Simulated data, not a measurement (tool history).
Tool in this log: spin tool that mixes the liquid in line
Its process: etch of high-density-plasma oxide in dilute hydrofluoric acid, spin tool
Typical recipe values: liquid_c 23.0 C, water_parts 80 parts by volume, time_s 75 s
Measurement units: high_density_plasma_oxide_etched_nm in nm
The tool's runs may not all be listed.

run,hour,liquid_c,water_parts,time_s,wafers since the last listed run,hours since the thermometer was replaced,hours since the hydrofluoric acid flow meter was replaced,hours since the gauge calibration,"read-back film thickness of the high-density-plasma oxide reference wafer, read on the same gauge (nm)",high_density_plasma_oxide_etched_nm
1,0.0,23.0,80,110,0,907.8,1389.5,372.7,90.006,8.781
2,25.7,23.0,80,110,389,933.5,1415.2,398.4,89.988,8.926
3,61.1,23.0,80,75,537,968.9,1450.6,433.8,90.000,6.095
4,80.8,23.0,80,75,298,988.6,1470.3,453.5,90.007,6.076
5,113.8,23.0,80,75,500,1021.6,1503.3,486.5,90.005,6.014
6,129.5,23.0,80,75,238,1037.3,1519.0,502.2,90.000,6.050
7,164.7,23.0,80,75,534,1072.5,1554.2,537.4,90.026,6.063
8,187.4,23.0,80,75,344,1095.2,1576.9,560.1,89.999,6.140
9,204.0,23.0,80,75,251,1111.8,1593.5,576.7,89.995,6.056
10,218.2,23.0,80,75,215,1126.0,1607.7,590.9,89.990,6.085
# hour 226.1: gauge calibrated
11,253.4,23.0,80,75,534,1161.2,1642.9,27.3,89.985,6.134
12,283.0,23.0,80,75,449,1190.8,1672.5,56.9,90.012,6.112
13,304.2,23.0,80,75,321,1212.0,1693.7,78.1,90.003,6.065
14,339.7,23.0,80,75,538,1247.5,1729.2,113.6,89.989,6.152
15,370.5,25.5,115,85,467,1278.3,1760.0,144.4,90.007,5.121
16,404.8,21.5,60,50,520,1312.6,1794.3,178.7,89.975,5.261
17,431.2,19.0,40,115,400,1339.0,1820.7,205.1,89.993,16.726
18,449.5,18.0,70,110,277,1357.3,1839.0,223.4,90.002,8.399
19,483.9,20.0,80,75,521,1391.7,1873.4,257.8,89.996,5.428
20,502.1,23.0,80,75,276,1409.9,1891.6,276.0,89.990,6.085

What will run 21 give?
21,524.6,26.5,80,75,341,1432.4,1914.1,298.5,?,?

Run 21 measured read-back film thickness of the high-density-plasma oxide reference wafer, read on the same gauge (nm) 89.993, high_density_plasma_oxide_etched_nm 7.054 nm.
The same run, on a tool lacking any hidden state, would have yielded high_density_plasma_oxide_etched_nm 6.627 nm.
